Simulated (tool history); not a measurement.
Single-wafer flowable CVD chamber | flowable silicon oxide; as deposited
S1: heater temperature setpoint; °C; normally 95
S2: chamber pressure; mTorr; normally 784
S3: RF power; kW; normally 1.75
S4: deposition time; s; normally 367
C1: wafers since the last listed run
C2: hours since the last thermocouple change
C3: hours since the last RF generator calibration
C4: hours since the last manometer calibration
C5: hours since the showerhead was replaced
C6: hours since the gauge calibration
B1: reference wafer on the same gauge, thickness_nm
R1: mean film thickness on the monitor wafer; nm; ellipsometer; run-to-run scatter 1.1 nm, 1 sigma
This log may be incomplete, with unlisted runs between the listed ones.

run	hour	S1	S2	S3	S4	C1	C2	C3	C4	C5	C6	B1	R1
1	0	84	881	1.75	367	0	376.3	2121.7	950	6334.6	2935	290.491	403.849
2	29	84	881	1.75	367	92	405.3	2150.7	979	6363.6	2964	290.084	406.22
3	72.9	105	784	1.75	367	139	449.2	2194.6	1022.9	6407.5	3007.9	289.793	168.779
# hour 177.7: RF generator calibrated
4	225.3	95	784	1.75	423	459	601.6	47.6	1175.3	6559.9	3160.3	288.48	279.506
5	280.1	91	940	1.61	367	174	656.4	102.4	1230.1	6614.7	3215.1	288.126	332.616
6	313	95	784	1.75	429	104	689.3	135.3	1263	6647.6	3248	287.308	283.04
7	350.3	95	784	1.75	367	118	726.6	172.6	1300.3	6684.9	3285.3	286.776	240.656
8	376.4	99	641	1.85	315	83	752.7	198.7	1326.4	6711	3311.4	287.015	147.758
9	447.5	87	910	1.605	367	226	823.8	269.8	1397.5	6782.1	3382.5	286.293	367.926
10	489.2	105	714	1.75	367	132	865.5	311.5	1439.2	6823.8	3424.2	285.792	150.828
# hour 530.3: thermocouple changed; heater temperature recalibrated
11	658.5	95	784	1.475	367	513	128.2	480.8	1608.5	6993.1	3593.5	284.145	231.78
# hour 662.8: gauge calibrated
12	688.3	81	885	1.435	367	94	158	510.6	1638.3	7022.9	25.5	299.51	447.201
13	751.5	82	917	1.86	398	201	221.2	573.8	1701.5	7086.1	88.7	299.655	508.996
# hour 775.9: capacitance manometer re-zeroed and calibrated
14	935.1	100	913	2.015	410	558	404.8	757.4	159.2	7269.7	272.3	299.277	277.887
# hour 953.3: showerhead replaced
15	986.7	95	784	1.6	367	138	456.4	809	210.8	33.4	323.9	299.408	248.799
16	1013.8	95	784	1.75	367	86	483.5	836.1	237.9	60.5	351	299.241	250.593
17	1059.9	95	863	1.75	329	146	529.6	882.2	284	106.6	397.1	299.394	247.194
18	1108.6	82	618	1.415	367	154	578.3	930.9	332.7	155.3	445.8	299.122	305.658
19	1162.8	95	784	1.75	367	172	632.5	985.1	386.9	209.5	500	298.999	250.349
20	1232.8	107	784	1.75	367	222	702.5	1055.1	456.9	279.5	570	298.61	159.989
21	1345.3	108	784	1.635	367	357	815	1167.6	569.4	392	682.5	298.556	151.743
22	1397.8	104	717	1.545	367	166	867.5	1220.1	621.9	444.5	735	298.516	160.033
# hour 1464.3: thermocouple changed; heater temperature recalibrated
23	1464.8	82	618	1.415	367	187	0.5	1287.1	688.9	511.5	802	298.257	305.896
24	1526.9	84	649	1.88	414	197	62.6	1349.2	751	573.6	864.1	298.341	352.126
25	1565.9	95	784	1.97	367	124	101.6	1388.2	790	612.6	903.1	298.159	255.828
26	1614.3	107	784	1.93	367	153	150	1436.6	838.4	661	951.5	297.883	161.722
27	1674.8	90	947	1.965	367	192	210.5	1497.1	898.9	721.5	1012	298.221	369.192
28	1734	107	784	1.75	367	188	269.7	1556.3	958.1	780.7	1071.2	297.812	159.748
29	1783.9	95	784	2.035	440	158	319.6	1606.2	1008	830.6	1121.1	297.83	304.874

Branching from run 29: 3 alternative next runs. What would each branch give?
A	1784.4	101	784	1.75	367	1	320.1	1606.7	1008.5	831.1	1121.6	?	?
B	1784.4	95	784	1.75	316	1	320.1	1606.7	1008.5	831.1	1121.6	?	?
C	1784.4	95	872	2.085	428	1	320.1	1606.7	1008.5	831.1	1121.6	?	?

run	B1	R1
A	297.591	199.154
B	297.591	214.861
C	297.591	332.018
Without the tool's hidden state the same runs would have given:
run	R1
A	200.781
B	216.616
C	334.73

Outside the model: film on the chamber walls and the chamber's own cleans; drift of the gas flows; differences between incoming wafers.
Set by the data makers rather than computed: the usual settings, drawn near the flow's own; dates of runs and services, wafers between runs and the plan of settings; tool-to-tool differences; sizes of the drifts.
